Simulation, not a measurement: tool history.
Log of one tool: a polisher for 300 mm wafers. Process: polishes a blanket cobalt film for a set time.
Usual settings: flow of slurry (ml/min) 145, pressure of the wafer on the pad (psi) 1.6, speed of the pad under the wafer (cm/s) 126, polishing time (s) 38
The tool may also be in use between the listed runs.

run     day  flow of slurry (ml/min)  pressure of the wafer on the pad (psi)  speed of the pad under the wafer (cm/s)  polishing time (s)  wafers since the last listed run  wafers polished on this pad  hours since the slurry nozzle was cleaned  hours since the head pressure was calibrated  incoming thickness of the incoming film, nm  film removed (Å)
  1   0.000                      145                                     1.3                                      126                  38                                 0                         6008                                      183.3                                          83.2                                        838.7              1373
  2   1.954                      145                                     1.3                                      126                  38                               743                         6752                                      230.2                                         130.1                                        866.5              1353
      3.017  -- worn pad replaced by a new one
  3   3.596                      145                                     1.3                                      126                  38                               561                          220                                      269.6                                         169.5                                        858.0              1353
  4   5.946                      180                                     1.6                                      126                  38                               894                         1114                                      326.0                                         225.9                                        834.5              1653
      9.329  -- slurry nozzle cleaned
  5   9.454                      145                                     1.6                                      126                  43                              1319                         2434                                        3.0                                         310.1                                        860.0              1854
  6  13.667                      145                                     1.6                                      126                  43                              1602                         4037                                      104.1                                         411.2                                        849.8              1834
  7  18.000                      180                                     2.0                                      126                  38                              1648                         5686                                      208.1                                         515.2                                        855.1              1976
     21.617  -- worn pad replaced by a new one
  8  21.779                      180                                     2.0                                      126                  38                              1374                           61                                      298.8                                         605.9                                        847.2              1920
  9  25.292                      145                                     1.6                                      126                  38                              1336                         1398                                      383.1                                         690.2                                        844.9              1527
     27.125  -- slurry nozzle cleaned
 10  27.146                      145                                     1.6                                      126                  38                               689                         2087                                        0.5                                         734.7                                        863.1              1639
 11  30.654                      145                                     1.6                                      126                  38                              1335                         3422                                       84.7                                         818.9                                        847.1              1622
 12  33.121                      145                                     1.6                                      126                  38                               938                         4361                                      143.9                                         878.1                                        842.4              1634
 13  35.083                      145                                     1.6                                      126                  38                               746                         5108                                      191.0                                         925.2                                        843.7              1599
 14  38.879                      145                                     1.6                                      126                  38                              1444                         6552                                      282.1                                        1016.3                                        841.9              1584
     40.679  -- worn pad replaced by a new one
 15  41.625                      145                                     1.6                                      126                  38                               981                          359                                      348.0                                        1082.2                                        856.4              1549
 16  43.879                      170                                     1.0                                      126                  38                               857                         1217                                      402.1                                        1136.3                                        850.3              1137
     44.517  -- slurry nozzle cleaned
 17  46.721                      145                                     1.8                                      140                  38                              1065                         2283                                       52.9                                        1204.5                                        862.8              1963
 18  50.925                      180                                     2.0                                      126                  38                              1599                         3882                                      153.8                                        1305.4                                        854.2              2019
     52.167  -- head pressure recalibrated
 19  54.692                      145                                     1.6                                      126                  38                              1401                         5284                                      244.2                                          60.6                                        846.2              1611
 20  58.304                      145                                     1.6                                      126                  38                              1374                         6659                                      330.9                                         147.3                                        861.8              1563
     59.017  -- worn pad replaced by a new one
 21  60.262                      145                                     1.6                                      166                  38                               681                          473                                      377.9                                         194.3                                        853.9              1993
     63.017  -- slurry nozzle cleaned
 22  63.946                      145                                     1.6                                      144                  31                              1385                         1859                                       22.3                                         282.7                                        858.6              1529
 23  66.225                       95                                     1.0                                      160                  38                               867                         2726                                       77.0                                         337.4                                        848.3              1331
 24  67.838                      145                                     2.0                                      148                  34                               613                         3340                                      115.7                                         376.1                                        844.3              1983
     76.083  -- worn pad replaced by a new one
 25  76.608                      180                                     1.2                                      126                  25                              3274                          199                                      326.2                                         586.6                                        846.9               871
 26  80.900                      145                                     1.8                                      140                  38                              1633                         1832                                      429.2                                         689.6                                        852.1              1847
     81.825  -- slurry nozzle cleaned
 27  84.154                      170                                     1.6                                      126                  34                              1222                         3055                                       55.9                                         767.7                                        851.1              1502
 28  86.512                      145                                     2.1                                      126                  38                               897                         3952                                      112.5                                         824.3                                        862.4              1998
 29  89.871                      145                                     1.6                                       94                  38                              1277                         5230                                      193.1                                         904.9                                        854.6              1239
 30  92.896                      145                                     1.6                                      106                  28                              1151                         6381                                      265.7                                         977.5                                        845.7              1007

The tool's hidden state at each run:
removal rate lost through wear of the pad, %: 0 in every run
deviation of the head's pressure from its setpoint, %: 0 in every run
H1: slurry flow missing at the pad, %
run     H1
  1   15.3
  2   18.8
  3   21.8
  4     26
  5   6.56
  6   14.1
  7   21.9
  8   28.7
  9   35.1
 10  0.417
 11   6.73
 12   11.2
 13   14.7
 14   21.5
 15   26.5
 16   30.5
 17   4.61
 18   12.2
 19     19
 20   25.5
 21     29
 22   2.15
 23   6.25
 24   9.15
 25   24.9
 26   32.7
 27   6.98
 28   11.2
 29   17.3
 30   22.7

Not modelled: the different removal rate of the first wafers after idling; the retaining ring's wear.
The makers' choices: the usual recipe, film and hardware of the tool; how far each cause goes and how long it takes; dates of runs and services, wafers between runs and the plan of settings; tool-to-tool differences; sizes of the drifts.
